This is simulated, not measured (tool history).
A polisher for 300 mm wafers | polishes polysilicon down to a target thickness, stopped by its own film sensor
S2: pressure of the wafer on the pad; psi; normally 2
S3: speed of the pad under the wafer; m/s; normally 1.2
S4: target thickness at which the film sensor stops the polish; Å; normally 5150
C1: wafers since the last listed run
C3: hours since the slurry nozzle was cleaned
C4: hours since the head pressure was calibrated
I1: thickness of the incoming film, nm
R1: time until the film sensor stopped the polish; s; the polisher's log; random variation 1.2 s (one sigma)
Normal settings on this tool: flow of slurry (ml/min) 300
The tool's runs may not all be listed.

{"run": 1, "hour": 0.0, "flow of slurry (ml/min)": 300, "S2": 2, "S3": 1.2, "S4": 5150, "C1": 0, "wafers polished on this pad": 979, "C3": 246.7, "C4": 182.4, "I1": 1203.3, "R1": 115.9}
{"run": 2, "hour": 70.9, "flow of slurry (ml/min)": 300, "S2": 2, "S3": 1.2, "S4": 5150, "C1": 392, "wafers polished on this pad": 1372, "C3": 317.6, "C4": 253.3, "I1": 1171.7, "R1": 112.3}
{"run": 3, "hour": 116.5, "flow of slurry (ml/min)": 225, "S2": 2, "S3": 1.2, "S4": 5150, "C1": 252, "wafers polished on this pad": 1625, "C3": 363.2, "C4": 298.9, "I1": 1184.8, "R1": 117.7}
{"hour": 126.6, "done": "worn pad replaced by a new one"}
{"run": 4, "hour": 152.2, "flow of slurry (ml/min)": 225, "S2": 2, "S3": 1.2, "S4": 5150, "C1": 175, "wafers polished on this pad": 142, "C3": 398.9, "C4": 334.6, "I1": 1182.6, "R1": 115.5}
{"run": 5, "hour": 218.4, "flow of slurry (ml/min)": 225, "S2": 2, "S3": 1.2, "S4": 5150, "C1": 366, "wafers polished on this pad": 508, "C3": 465.1, "C4": 400.8, "I1": 1199.3, "R1": 122}
{"run": 6, "hour": 269.9, "flow of slurry (ml/min)": 300, "S2": 2, "S3": 1.2, "S4": 5150, "C1": 285, "wafers polished on this pad": 794, "C3": 516.6, "C4": 452.3, "I1": 1191.1, "R1": 116.6}
{"run": 7, "hour": 331.2, "flow of slurry (ml/min)": 300, "S2": 2, "S3": 1.2, "S4": 5150, "C1": 339, "wafers polished on this pad": 1134, "C3": 577.9, "C4": 513.6, "I1": 1208.9, "R1": 118.6}
{"run": 8, "hour": 386.3, "flow of slurry (ml/min)": 300, "S2": 2, "S3": 1.2, "S4": 6990, "C1": 305, "wafers polished on this pad": 1439, "C3": 633, "C4": 568.7, "I1": 1206.1, "R1": 88.7}
{"hour": 410.8, "done": "worn pad replaced by a new one"}
{"run": 9, "hour": 427.9, "flow of slurry (ml/min)": 300, "S2": 2, "S3": 1.2, "S4": 6990, "C1": 208, "wafers polished on this pad": 95, "C3": 674.6, "C4": 610.3, "I1": 1178.7, "R1": 82.7}
{"run": 10, "hour": 483.8, "flow of slurry (ml/min)": 300, "S2": 2, "S3": 1.2, "S4": 5150, "C1": 309, "wafers polished on this pad": 404, "C3": 730.5, "C4": 666.2, "I1": 1178.9, "R1": 116}
{"hour": 493.2, "done": "slurry nozzle cleaned"}
{"run": 11, "hour": 553.3, "flow of slurry (ml/min)": 300, "S2": 2, "S3": 1.2, "S4": 5150, "C1": 379, "wafers polished on this pad": 784, "C3": 60.1, "C4": 735.7, "I1": 1198.4, "R1": 118.6}
{"run": 12, "hour": 588.8, "flow of slurry (ml/min)": 300, "S2": 2, "S3": 1.2, "S4": 3620, "C1": 196, "wafers polished on this pad": 981, "C3": 95.6, "C4": 771.2, "I1": 1194.9, "R1": 148}
{"run": 13, "hour": 658.6, "flow of slurry (ml/min)": 300, "S2": 2, "S3": 1.2, "S4": 5150, "C1": 386, "wafers polished on this pad": 1368, "C3": 165.4, "C4": 841, "I1": 1177.2, "R1": 118.6}
{"hour": 732.6, "done": "worn pad replaced by a new one"}
{"run": 14, "hour": 733.1, "flow of slurry (ml/min)": 300, "S2": 2, "S3": 0.9, "S4": 5150, "C1": 390, "wafers polished on this pad": 3, "C3": 239.9, "C4": 915.5, "I1": 1187.1, "R1": 153.5}
{"run": 15, "hour": 761.4, "flow of slurry (ml/min)": 300, "S2": 2, "S3": 1.2, "S4": 5150, "C1": 156, "wafers polished on this pad": 159, "C3": 268.2, "C4": 943.8, "I1": 1209.6, "R1": 126}
{"hour": 811.1, "done": "head pressure recalibrated"}
{"run": 16, "hour": 822.5, "flow of slurry (ml/min)": 220, "S2": 2, "S3": 1.2, "S4": 5150, "C1": 327, "wafers polished on this pad": 487, "C3": 329.3, "C4": 11.4, "I1": 1164.7, "R1": 112.1}
{"run": 17, "hour": 870.1, "flow of slurry (ml/min)": 300, "S2": 2, "S3": 1.56, "S4": 5150, "C1": 263, "wafers polished on this pad": 751, "C3": 376.9, "C4": 59, "I1": 1184.8, "R1": 88.6}
{"run": 18, "hour": 920.1, "flow of slurry (ml/min)": 300, "S2": 2, "S3": 1.48, "S4": 5150, "C1": 277, "wafers polished on this pad": 1028, "C3": 426.9, "C4": 109, "I1": 1181.1, "R1": 92.4}
{"run": 19, "hour": 953.7, "flow of slurry (ml/min)": 300, "S2": 2, "S3": 1.2, "S4": 5150, "C1": 186, "wafers polished on this pad": 1214, "C3": 460.5, "C4": 142.6, "I1": 1172.1, "R1": 112.2}
{"run": 20, "hour": 1005.5, "flow of slurry (ml/min)": 375, "S2": 2, "S3": 1.2, "S4": 4330, "C1": 287, "wafers polished on this pad": 1501, "C3": 512.3, "C4": 194.4, "I1": 1194.7, "R1": 127.1}
{"hour": 1033.3, "done": "worn pad replaced by a new one"}
{"run": 21, "hour": 1053.9, "flow of slurry (ml/min)": 215, "S2": 1.5, "S3": 1.2, "S4": 5150, "C1": 246, "wafers polished on this pad": 114, "C3": 560.7, "C4": 242.8, "I1": 1192.3, "R1": 153.1}
{"hour": 1091.5, "done": "slurry nozzle cleaned"}
{"run": 22, "hour": 1118.3, "flow of slurry (ml/min)": 300, "S2": 2, "S3": 1.2, "S4": 5150, "C1": 351, "wafers polished on this pad": 465, "C3": 26.8, "C4": 307.2, "I1": 1210.5, "R1": 117.7}
{"run": 23, "hour": 1180.6, "flow of slurry (ml/min)": 300, "S2": 2, "S3": 1.2, "S4": 3550, "C1": 345, "wafers polished on this pad": 810, "C3": 89.1, "C4": 369.5, "I1": 1201.4, "R1": 143.1}
{"run": 24, "hour": 1246.7, "flow of slurry (ml/min)": 275, "S2": 2.7, "S3": 1.2, "S4": 5860, "C1": 366, "wafers polished on this pad": 1177, "C3": 155.2, "C4": 435.6, "I1": 1194.1, "R1": 80.8}
{"run": 25, "hour": 1304.7, "flow of slurry (ml/min)": 300, "S2": 2, "S3": 1.08, "S4": 7150, "C1": 321, "wafers polished on this pad": 1498, "C3": 213.2, "C4": 493.6, "I1": 1184, "R1": 88.8}
{"hour": 1313.1, "done": "worn pad replaced by a new one"}
{"run": 26, "hour": 1373.5, "flow of slurry (ml/min)": 205, "S2": 2, "S3": 0.9, "S4": 6260, "C1": 359, "wafers polished on this pad": 334, "C3": 282, "C4": 562.4, "I1": 1186.3, "R1": 129.6}
{"run": 27, "hour": 1400.9, "flow of slurry (ml/min)": 400, "S2": 2.4, "S3": 1.36, "S4": 5150, "C1": 151, "wafers polished on this pad": 486, "C3": 309.4, "C4": 589.8, "I1": 1198.5, "R1": 89.9}

Each row is a separate what-if for the run after 27, all from the same tool condition, not one after another. Results?
{"run": "A", "hour": 1401.4, "flow of slurry (ml/min)": 300, "S2": 2, "S3": 1.2, "S4": 3570, "C1": 2, "wafers polished on this pad": 489, "C3": 309.9, "C4": 590.3, "I1": 1182.7, "R1": "?"}
{"run": "B", "hour": 1401.4, "flow of slurry (ml/min)": 300, "S2": 2, "S3": 1.46, "S4": 7050, "C1": 2, "wafers polished on this pad": 489, "C3": 309.9, "C4": 590.3, "I1": 1182.7, "R1": "?"}
{"run": "C", "hour": 1401.4, "flow of slurry (ml/min)": 300, "S2": 1.8, "S3": 1.2, "S4": 5150, "C1": 2, "wafers polished on this pad": 489, "C3": 309.9, "C4": 590.3, "I1": 1182.7, "R1": "?"}
{"run": "D", "hour": 1401.4, "flow of slurry (ml/min)": 370, "S2": 1.4, "S3": 1.52, "S4": 5150, "C1": 2, "wafers polished on this pad": 489, "C3": 309.9, "C4": 590.3, "I1": 1182.7, "R1": "?"}

run=A R1=139.3
run=B R1=67.5
run=C R1=123.3
run=D R1=120.9
The same runs, with their run-to-run variation unchanged, on a tool lacking any hidden condition would have given:
run=A R1=135
run=B R1=65.4
run=C R1=119.5
run=D R1=117.1
